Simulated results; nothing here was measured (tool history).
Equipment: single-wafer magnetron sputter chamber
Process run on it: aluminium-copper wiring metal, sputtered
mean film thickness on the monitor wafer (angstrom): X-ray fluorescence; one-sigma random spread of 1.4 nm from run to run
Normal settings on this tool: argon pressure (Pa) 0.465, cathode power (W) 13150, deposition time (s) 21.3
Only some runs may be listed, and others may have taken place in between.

run   hour  argon pressure (Pa)  cathode power (W)  deposition time (s)  read-back reference wafer on the same gauge, thickness_nm  mean film thickness on the monitor wafer (angstrom)
  1    0.0                0.465              13900                 18.1                                                    458.241                                              4545.75
  2   17.6                0.388              13150                 21.3                                                    458.486                                              5360.38
  3   32.7                0.388              13150                 21.3                                                    458.412                                              5326.21
  4   50.1                0.388              13150                 21.3                                                    457.955                                              5345.96
  5   62.4                0.465              13150                 21.3                                                    457.993                                              5068.62
  6   74.2                0.465              13150                 21.3                                                    457.575                                              5059.02
  7   81.6                0.465              13150                 21.3                                                    458.150                                              5077.77
  8   96.4                0.465              14500                 21.3                                                    458.598                                              5590.31
  9  111.5                0.385              11450                 19.2                                                    458.057                                              4219.19
 10  126.1                0.465              13150                 21.3                                                    457.757                                              5069.66
 11  135.3                0.390              11400                 17.8                                                    457.676                                              3855.78
 12  139.9                0.309              13150                 21.3                                                    458.167                                              5657.59
 13  150.1                0.465              13150                 18.7                                                    457.671                                              4453.92
 14  165.1                0.551              11100                 18.2                                                    457.896                                              3431.55
 15  179.6                0.465              13150                 21.3                                                    458.038                                              5053.47
 16  197.3                0.359              12100                 18.2                                                    458.027                                              4306.15
 17  211.5                0.586              14600                 25.5                                                    457.397                                              6178.97

The log once held 4 entries between its listed runs, left out of this copy. Where does each go, and what is different about the tool's unlogged condition between the listed run before it and the listed run after it?
Logged between run 7 and run 8: sputter target and shields replaced (hour 95.9)
  no hidden state differs between the two runs
Logged between run 9 and run 10: magnet pack replaced (hour 125.6)
  no hidden state differs between the two runs
Logged between run 10 and run 11: capacitance manometer re-zeroed and calibrated (hour 134.8)
  no hidden state differs between the two runs
Logged between run 13 and run 14: gauge calibrated (hour 152.0)
  no hidden state differs between the two runs
